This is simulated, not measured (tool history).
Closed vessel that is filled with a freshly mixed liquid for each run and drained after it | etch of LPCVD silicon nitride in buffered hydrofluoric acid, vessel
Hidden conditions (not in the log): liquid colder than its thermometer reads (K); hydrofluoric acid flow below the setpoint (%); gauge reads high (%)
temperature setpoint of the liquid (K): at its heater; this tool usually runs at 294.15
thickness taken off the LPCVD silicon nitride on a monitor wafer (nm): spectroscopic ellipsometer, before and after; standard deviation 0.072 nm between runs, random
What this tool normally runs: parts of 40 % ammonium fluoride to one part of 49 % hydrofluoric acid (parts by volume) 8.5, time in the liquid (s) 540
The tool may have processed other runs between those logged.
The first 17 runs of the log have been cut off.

run	hour	temperature setpoint of the liquid (K)	parts of 40 % ammonium fluoride to one part of 49 % hydrofluoric acid (parts by volume)	time in the liquid (s)	wafers since the last listed run	hours since the thermometer was replaced	hours since the hydrofluoric acid flow meter was replaced	hours since the gauge calibration	read-back film thickness of the LPCVD silicon nitride reference wafer, read on the same gauge (nm)	thickness taken off the LPCVD silicon nitride on a monitor wafer (nm)
# hour 1480.1: gauge calibrated
18	1546.7	294.15	8.5	540	7251	698.3	239.3	66.6	100	7.51
19	1653.6	292.65	9.5	290	7519	805.2	346.2	173.5	100.01	3.42
20	1705.8	296.15	10.5	790	3671	857.4	398.4	225.7	100.01	10.45
21	1755.1	292.65	8.5	540	3467	906.7	447.7	275	99.98	6.98
22	1801.3	294.15	8.5	540	3249	952.9	493.9	321.2	99.98	7.58
23	1883.1	294.15	8.5	220	5753	1034.7	575.7	403	100.01	3.11
24	2022.9	296.15	7	325	9833	1174.5	715.5	542.8	100	6.35
25	2112.3	294.15	6.5	705	6288	1263.9	804.9	632.2	99.99	12.91
26	2203.2	294.15	8.5	540	6393	1354.8	895.8	723.1	100.01	7.66
27	2418.6	291.65	8.5	250	15150	1570.2	1111.2	938.5	100.02	3
28	2483.8	298.65	8.5	695	4585	1635.4	1176.4	1003.7	99.99	12.71
29	2521.9	294.15	6	255	2679	1673.5	1214.5	1041.8	100.02	5.01
30	2587.5	294.15	8.5	540	4614	1739.1	1280.1	1107.4	100.01	7.59
31	2683.7	291.65	8.5	540	6766	1835.3	1376.3	1203.6	100	6.65

5 options for the next run, each taken on its own from the tool as it stands now. Forecast them:
A	2684.5	294.15	8.5	670	56	1836.1	1377.1	1204.4	?	?
B	2684.5	291.15	10.5	820	56	1836.1	1377.1	1204.4	?	?
C	2684.5	292.15	5.5	450	56	1836.1	1377.1	1204.4	?	?
D	2684.5	294.15	6	260	56	1836.1	1377.1	1204.4	?	?
E	2684.5	295.65	11	805	56	1836.1	1377.1	1204.4	?	?

run	read-back film thickness of the LPCVD silicon nitride reference wafer, read on the same gauge (nm)	thickness taken off the LPCVD silicon nitride on a monitor wafer (nm)
A	100.01	9.3
B	100.01	8.06
C	100.01	8.48
D	100.01	5.09
E	100.01	9.73
Take away the tool's hidden state, keep each run's random variation, and the runs would have read:
run	thickness taken off the LPCVD silicon nitride on a monitor wafer (nm)
A	9.3
B	8.06
C	8.48
D	5.09
E	9.73
